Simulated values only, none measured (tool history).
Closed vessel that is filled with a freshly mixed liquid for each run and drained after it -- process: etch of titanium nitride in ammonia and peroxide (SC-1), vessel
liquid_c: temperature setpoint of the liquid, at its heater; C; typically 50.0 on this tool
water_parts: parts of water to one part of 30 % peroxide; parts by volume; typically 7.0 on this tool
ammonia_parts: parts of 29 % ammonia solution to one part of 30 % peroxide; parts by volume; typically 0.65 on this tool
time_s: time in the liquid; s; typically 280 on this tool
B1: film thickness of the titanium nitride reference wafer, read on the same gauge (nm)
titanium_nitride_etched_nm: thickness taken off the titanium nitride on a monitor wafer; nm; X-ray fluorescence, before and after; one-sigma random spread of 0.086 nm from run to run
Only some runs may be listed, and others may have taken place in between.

Run 1, hour 0.0: usual settings; B1 61.49. Result: titanium_nitride_etched_nm 12.56 nm.
Run 2, hour 41.1: usual settings; B1 61.59. Result: titanium_nitride_etched_nm 12.63 nm.
Run 3, hour 98.2: usual settings; B1 61.76. Result: titanium_nitride_etched_nm 12.59 nm.
Run 4, hour 158.8: usual settings; B1 61.88. Result: titanium_nitride_etched_nm 12.60 nm.
Run 5, hour 217.1: usual settings; B1 62.04. Result: titanium_nitride_etched_nm 12.68 nm.
Run 6, hour 287.7: usual settings; B1 62.19. Result: titanium_nitride_etched_nm 12.78 nm.
At hour 300.2: new drum of ammonia solution connected.
At hour 370.1: gauge calibrated.
At hour 410.8: ammonia flow meter replaced.
Run 7, hour 420.9: usual settings but water_parts 9.5 parts by volume; B1 60.04. Result: titanium_nitride_etched_nm 10.57 nm.
Run 8, hour 486.1: usual settings but water_parts 9.5 parts by volume; B1 60.19. Result: titanium_nitride_etched_nm 10.53 nm.
Run 9, hour 532.5: usual settings but water_parts 9.5 parts by volume; B1 60.35. Result: titanium_nitride_etched_nm 10.58 nm.
Run 10, hour 565.2: usual settings but liquid_c 55.0 C, ammonia_parts 0.90 parts by volume; B1 60.40. Result: titanium_nitride_etched_nm 18.52 nm.
Run 11, hour 594.5: usual settings but liquid_c 47.0 C; B1 60.46. Result: titanium_nitride_etched_nm 9.97 nm.
Run 12, hour 646.4: usual settings but ammonia_parts 0.90 parts by volume; B1 60.59. Result: titanium_nitride_etched_nm 13.16 nm.
At hour 654.5: thermometer replaced.
Run 13, hour 694.9: usual settings but water_parts 5.0 parts by volume, ammonia_parts 0.90 parts by volume; B1 60.70. Result: titanium_nitride_etched_nm 15.07 nm.
Run 14, hour 747.5: usual settings but time_s 185 s; B1 60.85. Result: titanium_nitride_etched_nm 8.18 nm.
Run 15, hour 793.9: usual settings; B1 60.92. Result: titanium_nitride_etched_nm 12.55 nm.
Run 16, hour 823.5: usual settings; B1 60.99. Result: titanium_nitride_etched_nm 12.48 nm.
Run 17, hour 900.2: usual settings but liquid_c 43.5 C, ammonia_parts 0.90 parts by volume; B1 61.23. Result: titanium_nitride_etched_nm 8.20 nm.
Run 18, hour 956.6: usual settings but time_s 130 s; B1 61.32. Result: titanium_nitride_etched_nm 5.87 nm.
Run 19, hour 982.7: usual settings but liquid_c 41.5 C, water_parts 9.0 parts by volume, time_s 365 s; B1 61.39. Result: titanium_nitride_etched_nm 7.92 nm.

5 ways to go on from here, each from the tool as it stands after run 19. What would each give?
Run A, hour 983.4: usual settings; B1 ?. Result: titanium_nitride_etched_nm ?.
Run B, hour 983.4: usual settings but liquid_c 44.5 C, water_parts 10.0 parts by volume, ammonia_parts 0.90 parts by volume; B1 ?. Result: titanium_nitride_etched_nm ?.
Run C, hour 983.4: usual settings but liquid_c 40.5 C, water_parts 10.0 parts by volume, ammonia_parts 0.75 parts by volume; B1 ?. Result: titanium_nitride_etched_nm ?.
Run D, hour 983.4: usual settings but liquid_c 45.0 C, water_parts 8.5 parts by volume; B1 ?. Result: titanium_nitride_etched_nm ?.
Run E, hour 983.4: usual settings but water_parts 10.5 parts by volume, time_s 355 s; B1 ?. Result: titanium_nitride_etched_nm ?.

run     B1  titanium_nitride_etched_nm
  A  61.36                       12.51
  B  61.36                        7.47
  C  61.36                        5.42
  D  61.36                        7.98
  E  61.36                       12.94
The same runs, with their run-to-run variation unchanged, on a tool lacking any hidden condition would have given:
run  titanium_nitride_etched_nm
  A                       12.23
  B                        7.30
  C                        5.29
  D                        7.80
  E                       12.64

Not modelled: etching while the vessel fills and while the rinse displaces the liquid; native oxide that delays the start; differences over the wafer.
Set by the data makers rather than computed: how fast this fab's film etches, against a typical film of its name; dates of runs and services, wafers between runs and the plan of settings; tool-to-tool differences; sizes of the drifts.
